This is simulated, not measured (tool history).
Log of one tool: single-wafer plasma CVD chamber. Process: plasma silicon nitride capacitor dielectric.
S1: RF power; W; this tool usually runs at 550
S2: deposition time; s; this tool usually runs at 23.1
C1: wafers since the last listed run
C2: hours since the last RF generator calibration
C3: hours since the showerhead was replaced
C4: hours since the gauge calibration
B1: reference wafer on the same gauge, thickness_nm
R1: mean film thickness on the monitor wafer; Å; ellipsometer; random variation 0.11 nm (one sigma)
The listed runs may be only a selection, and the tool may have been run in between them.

run    hour   S1    S2    C1      C2      C3      C4      B1      R1
  1     0.0  520  23.1     0   878.2  4616.5  1661.3  40.890  347.30
  2    54.5  520  23.1  1651   932.7  4671.0  1715.8  40.886  346.61
  3   120.0  520  23.1  1985   998.2  4736.5  1781.3  40.858  346.46
  4   203.9  550  23.1  2543  1082.1  4820.4  1865.2  40.898  347.75
  5   272.7  550  23.1  2085  1150.9  4889.2  1934.0  40.899  348.32
  6   333.5  550  23.1  1842  1211.7  4950.0  1994.8  40.897  348.76
      386.9  -- RF generator calibrated
  7   397.5  550  25.1  1697    10.6  5014.0  2058.8  40.835  385.23
  8   497.3  550  23.1  3025   110.4  5113.8  2158.6  40.892  353.61
  9   589.9  550  23.1  2806   203.0  5206.4  2251.2  40.877  352.34
 10   656.2  495  23.1  2009   269.3  5272.7  2317.5  40.917  343.95
 11   701.0  550  21.6  1357   314.1  5317.5  2362.3  40.896  330.55
 12   770.5  550  21.6  2106   383.6  5387.0  2431.8  40.834  328.50
 13   844.3  550  23.1  2236   457.4  5460.8  2505.6  40.886  350.27
 14   882.0  550  23.1  1142   495.1  5498.5  2543.3  40.914  350.00
 15   965.8  590  27.5  2540   578.9  5582.3  2627.1  40.905  421.01
      980.6  -- gauge calibrated
 16  1006.6  510  25.1  1236   619.7  5623.1    26.0  40.881  374.73
 17  1078.1  655  25.9  2167   691.2  5694.6    97.5  40.919  406.67
 18  1160.8  605  23.1  2506   773.9  5777.3   180.2  40.911  356.22
 19  1241.5  465  25.2  2446   854.6  5858.0   260.9  40.879  371.24
 20  1282.9  550  23.1  1254   896.0  5899.4   302.3  40.874  350.45
 21  1336.3  520  23.1  1618   949.4  5952.8   355.7  40.917  346.05
 22  1401.1  550  19.5  1964  1014.2  6017.6   420.5  40.885  296.33
     1511.6  -- showerhead replaced
     1584.3  -- RF generator calibrated
 23  1721.5  550  23.1  9226   137.2   209.9   740.9  40.895  352.11
 24  1825.2  510  25.1  3143   240.9   313.6   844.6  40.867  378.82
 25  1891.6  610  19.4  2012   307.3   380.0   911.0  40.960  303.03
 26  1929.3  590  27.1  1142   345.0   417.7   948.7  40.907  417.43
 27  2012.1  615  23.1  2509   427.8   500.5  1031.5  40.826  359.57
 28  2083.8  465  18.9  2173   499.5   572.2  1103.2  40.916  279.02
 29  2143.5  490  25.7  1809   559.2   631.9  1162.9  40.952  380.33

3 ways to go on from here, each from the tool as it stands after run 29. What would each give?
  A  2143.9  550  23.1  12  559.6  632.3  1163.3   ?   ?
  B  2143.9  550  27.4  12  559.6  632.3  1163.3   ?   ?
  C  2143.9  450  23.1  12  559.6  632.3  1163.3   ?   ?

run      B1      R1
  A  40.827  350.82
  B  40.827  416.12
  C  40.827  338.75
With no hidden state in the tool, these same runs would have given:
run      R1
  A  353.44
  B  419.23
  C  341.28

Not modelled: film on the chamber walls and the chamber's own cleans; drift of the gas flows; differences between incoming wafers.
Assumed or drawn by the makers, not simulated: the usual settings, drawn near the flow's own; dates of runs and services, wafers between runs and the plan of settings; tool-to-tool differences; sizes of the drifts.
